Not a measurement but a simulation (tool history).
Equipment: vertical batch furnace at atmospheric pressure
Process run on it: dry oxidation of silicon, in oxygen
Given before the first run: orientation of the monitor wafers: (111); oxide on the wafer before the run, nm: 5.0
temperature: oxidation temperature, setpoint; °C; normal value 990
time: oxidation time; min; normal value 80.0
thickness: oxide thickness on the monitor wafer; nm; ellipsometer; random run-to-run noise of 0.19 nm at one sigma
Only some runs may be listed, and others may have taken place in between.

| run | hour | temperature | time | read-back reference wafer on the same gauge, thickness | thickness |
|---|---|---|---|---|---|
| 1 | 0.0 | 990 | 80.0 | 96.87 | 84.69 |
| 2 | 26.1 | 990 | 80.0 | 96.86 | 84.29 |
| 3 | 62.5 | 990 | 80.0 | 96.79 | 84.66 |
| 4 | 127.4 | 990 | 80.0 | 96.74 | 84.85 |
| 5 | 162.6 | 990 | 80.0 | 96.85 | 84.70 |
| 6 | 207.6 | 990 | 80.0 | 96.82 | 84.63 |
| 7 | 261.3 | 990 | 80.0 | 96.85 | 84.39 |
|  | 343.7 | boat lift adjusted |
| 8 | 344.2 | 990 | 80.0 | 96.81 | 84.67 |
| 9 | 376.0 | 990 | 80.0 | 96.79 | 84.24 |
| 10 | 407.2 | 977 | 65.5 | 96.77 | 67.32 |
| 11 | 461.0 | 990 | 80.0 | 96.76 | 84.51 |
|  | 466.9 | gauge calibrated |
| 12 | 527.3 | 966 | 48.0 | 96.77 | 50.62 |
|  | 588.7 | thermocouples replaced and temperature profile calibrated |
| 13 | 589.2 | 968 | 80.0 | 96.80 | 73.38 |

What will run 14 give?
| 14 | 621.8 | 1010 | 113.5 | ? | ? |

read-back reference wafer on the same gauge, thickness: 96.77
thickness: 124.27 nm
On a tool with no hidden condition, and with the same random variation, this run would have come out at thickness 119.13 nm.

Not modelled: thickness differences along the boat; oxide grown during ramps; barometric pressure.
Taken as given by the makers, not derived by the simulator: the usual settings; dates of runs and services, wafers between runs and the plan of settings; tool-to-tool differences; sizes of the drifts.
